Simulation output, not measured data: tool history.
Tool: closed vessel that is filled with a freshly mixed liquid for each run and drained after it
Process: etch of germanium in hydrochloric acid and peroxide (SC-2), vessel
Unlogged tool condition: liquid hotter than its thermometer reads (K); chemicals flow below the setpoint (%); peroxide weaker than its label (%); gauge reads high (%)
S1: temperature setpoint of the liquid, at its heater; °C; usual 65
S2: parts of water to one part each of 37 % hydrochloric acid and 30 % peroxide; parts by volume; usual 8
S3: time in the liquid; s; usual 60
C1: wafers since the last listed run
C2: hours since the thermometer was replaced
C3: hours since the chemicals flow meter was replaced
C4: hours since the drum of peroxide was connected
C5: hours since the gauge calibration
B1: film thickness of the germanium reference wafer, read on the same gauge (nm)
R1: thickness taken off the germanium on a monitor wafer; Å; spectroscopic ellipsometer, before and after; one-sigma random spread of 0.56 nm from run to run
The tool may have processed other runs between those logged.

run   hour    S1    S2  S3     C1     C2      C3     C4     C5      B1      R1
  1      0  58.5     8  60      0  474.7  1902.9  316.9  194.7  120.03  2338.5
  2   36.1  58.5     8  60   3117  510.8    1939    353  230.8  119.99  2333.2
  3   71.9    65     8  60   3091  546.6  1974.8  388.8  266.6     120  2827.9
      83.9  -- thermometer replaced
  4  262.8    65     8  60  16400  178.9  2165.7  579.7  457.5  119.98  2813.6
     303.5  -- chemicals flow meter replaced
  5  329.5  68.5     8  60   5673  245.6      26  646.4  524.2  120.05  3104.2
  6  380.2  68.5     8  60   4378  296.3    76.7  697.1  574.9  120.01  3118.8
  7    425  68.5     8  60   3869  341.1   121.5  741.9  619.7     120  3117.6
     427.5  -- gauge calibrated
  8  484.9    65     8  60   5173    401   181.4  801.8   57.4  119.99  2818.7
  9    519    65     8  60   2944  435.1   215.5  835.9   91.5  120.04  2824.2
 10  573.6  62.5   4.5  45   4715  489.7   270.1  890.5  146.1  120.01  2036.5
     578.3  -- thermometer replaced
     591.6  -- new drum of peroxide connected
 11  627.9    65     8  30   4516   49.6   324.4   36.3  200.4  119.98    1403
 12  687.9    72  10.5  50   5181  109.6   384.4   96.3  260.4  119.98    2767
 13  732.3    65   6.5  50   3834    154   428.8  140.7  304.8     120  2385.7
 14  758.2    65    10  60   2236  179.9   454.7  166.6  330.7  120.01  2747.4
 15  818.5    72     8  80   5207  240.2     515  226.9    391     120  4579.5
 16  859.6  55.5     8  60   3549  281.3   556.1    268  432.1  119.99  2125.9
 17  941.5    65     8  60   7073  363.2     638  349.9    514  119.99  2823.4
 18  971.5    71     8  60   2590  393.2     668  379.9    544     120  3351.4
 19   1000    65     8  60   2461  421.7   696.5  408.4  572.5  119.97  2833.2

Entry by entry between the runs, the difference in hidden state between the last listed run before and the first listed run after:
From run 3 to run 4: thermometer replaced (hour 83.9)
  liquid hotter than its thermometer reads (K): 0.539 -> 0.294; peroxide weaker than its label (%): 3.21 -> 4.7
  measured minus no-state result, R1: +32.6 -> +7.2 Å
From run 4 to run 5: chemicals flow meter replaced (hour 303.5)
  liquid hotter than its thermometer reads (K): 0.294 -> 0.353; peroxide weaker than its label (%): 4.7 -> 5.22
  measured minus no-state result, R1: +7.2 -> +9.6 Å
From run 7 to run 8: gauge calibrated (hour 427.5)
  liquid hotter than its thermometer reads (K): 0.438 -> 0.491; peroxide weaker than its label (%): 5.97 -> 6.44
  measured minus no-state result, R1: +14.3 -> +16.8 Å
From run 10 to run 11: thermometer replaced (hour 578.3); new drum of peroxide connected (hour 591.6)
  liquid hotter than its thermometer reads (K): 0.57 -> 0.12; peroxide weaker than its label (%): 7.13 -> 1.02
  measured minus no-state result, R1: +24.4 -> +3.2 Å
